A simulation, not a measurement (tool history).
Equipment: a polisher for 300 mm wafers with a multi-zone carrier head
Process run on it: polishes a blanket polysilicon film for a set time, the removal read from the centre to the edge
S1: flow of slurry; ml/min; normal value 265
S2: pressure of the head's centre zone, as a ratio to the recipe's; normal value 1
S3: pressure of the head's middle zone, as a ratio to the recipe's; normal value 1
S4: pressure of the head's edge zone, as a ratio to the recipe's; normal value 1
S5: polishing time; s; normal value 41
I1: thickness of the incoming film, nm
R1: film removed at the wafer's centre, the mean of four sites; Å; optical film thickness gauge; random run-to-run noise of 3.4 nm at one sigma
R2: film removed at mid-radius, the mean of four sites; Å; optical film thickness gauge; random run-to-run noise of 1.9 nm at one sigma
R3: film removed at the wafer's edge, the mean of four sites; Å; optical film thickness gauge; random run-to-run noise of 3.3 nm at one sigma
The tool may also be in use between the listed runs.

| run | day | S1 | S2 | S3 | S4 | S5 | I1 | R1 | R2 | R3 |
|---|---|---|---|---|---|---|---|---|---|---|
| 1 | 0 | 265 | 1 | 1 | 1 | 47 | 1308.5 | 3031 | 2931 | 3091 |
|  | 1.55 | edge zone pressure recalibrated |
| 2 | 1.688 | 265 | 1 | 1 | 1 | 47 | 1319.6 | 2885 | 2884 | 3053 |
| 3 | 4.508 | 265 | 1 | 1 | 1 | 41 | 1299.3 | 2530 | 2507 | 2641 |
| 4 | 5.967 | 265 | 1 | 1 | 1 | 41 | 1307.2 | 2501 | 2485 | 2566 |
| 5 | 8.092 | 265 | 1 | 1 | 1 | 41 | 1283.4 | 2475 | 2446 | 2591 |
|  | 8.521 | centre zone pressure recalibrated |
|  | 10.121 | slurry nozzle cleaned |
| 6 | 10.175 | 265 | 1 | 1 | 1 | 41 | 1314.5 | 2426 | 2418 | 2584 |
|  | 11.483 | worn pad replaced by a new one |
| 7 | 11.729 | 265 | 1 | 1 | 1 | 41 | 1335.1 | 2335 | 2305 | 2453 |
| 8 | 14.35 | 265 | 1 | 1 | 1 | 41 | 1315.2 | 2245 | 2273 | 2405 |
|  | 15.621 | edge zone pressure recalibrated |
|  | 17.875 | carrier head's membrane replaced by a new one |
|  | 20.638 | worn pad replaced by a new one, repeated, since the last time left the tool worse |
| 9 | 22.6 | 265 | 1 | 1 | 1 | 41 | 1332.3 | 2559 | 2563 | 2720 |
| 10 | 24.75 | 265 | 1 | 1 | 1 | 47 | 1328 | 3028 | 2858 | 3096 |
| 11 | 27.179 | 170 | 1 | 1 | 1 | 47 | 1293 | 2621 | 2676 | 2797 |
| 12 | 28.488 | 265 | 1.07 | 1 | 1 | 41 | 1300 | 2738 | 2490 | 2634 |
|  | 29.983 | slurry nozzle cleaned |
|  | 30.158 | edge zone pressure recalibrated |
|  | 31.208 | worn pad replaced by a new one |
| 13 | 31.388 | 265 | 0.88 | 1 | 1 | 32 | 1318 | 1769 | 2035 | 2111 |
| 14 | 34.171 | 265 | 1 | 1 | 1 | 41 | 1295 | 2576 | 2553 | 2712 |
|  | 34.762 | centre zone pressure recalibrated |
| 15 | 36.562 | 230 | 0.94 | 1 | 1 | 41 | 1321.7 | 2358 | 2521 | 2608 |
| 16 | 38.454 | 265 | 1 | 0.93 | 1 | 33 | 1330.2 | 2046 | 1881 | 2111 |
| 17 | 40.204 | 300 | 1.1 | 1 | 1 | 41 | 1313.5 | 2819 | 2517 | 2656 |
| 18 | 41.6 | 265 | 1 | 1 | 1 | 41 | 1312.3 | 2402 | 2428 | 2670 |
|  | 43.138 | worn pad replaced by a new one |
| 19 | 43.6 | 340 | 1 | 1.04 | 1.06 | 41 | 1298.7 | 2668 | 2698 | 2774 |
|  | 44.762 | edge zone pressure recalibrated |
| 20 | 44.783 | 265 | 1 | 0.96 | 1 | 41 | 1312.4 | 2555 | 2492 | 2713 |
| 21 | 45.742 | 295 | 1 | 1 | 0.97 | 51 | 1315.5 | 3251 | 3155 | 3403 |
| 22 | 48.592 | 265 | 1 | 1 | 1 | 41 | 1298 | 2462 | 2548 | 2678 |
|  | 49.921 | slurry nozzle cleaned |
| 23 | 51.779 | 265 | 1 | 1 | 1 | 41 | 1329 | 2477 | 2446 | 2559 |

Per-run results on a tool with no hidden state, each run keeping its own random variation:
The hidden state here: removal rate lost through wear of the pad, %; slurry flow missing at the pad, %; deviation of the centre zone's pressure from its setpoint, %; deviation of the edge zone's pressure from its setpoint, %.
| run | R1 | R2 | R3 |
|---|---|---|---|
| 1 | 3067 | 2965 | 3128 |
| 2 | 2944 | 2942 | 3115 |
| 3 | 2618 | 2594 | 2732 |
| 4 | 2607 | 2590 | 2675 |
| 5 | 2608 | 2577 | 2730 |
| 6 | 2583 | 2575 | 2751 |
| 7 | 2635 | 2601 | 2768 |
| 8 | 2570 | 2601 | 2752 |
| 9 | 2585 | 2590 | 2748 |
| 10 | 3092 | 2918 | 3161 |
| 11 | 2708 | 2765 | 2891 |
| 12 | 2848 | 2590 | 2740 |
| 13 | 1773 | 2040 | 2116 |
| 14 | 2618 | 2595 | 2756 |
| 15 | 2425 | 2593 | 2682 |
| 16 | 2124 | 1953 | 2192 |
| 17 | 2953 | 2636 | 2782 |
| 18 | 2534 | 2561 | 2816 |
| 19 | 2682 | 2712 | 2788 |
| 20 | 2583 | 2519 | 2743 |
| 21 | 3303 | 3205 | 3457 |
| 22 | 2537 | 2626 | 2759 |
| 23 | 2593 | 2561 | 2679 |
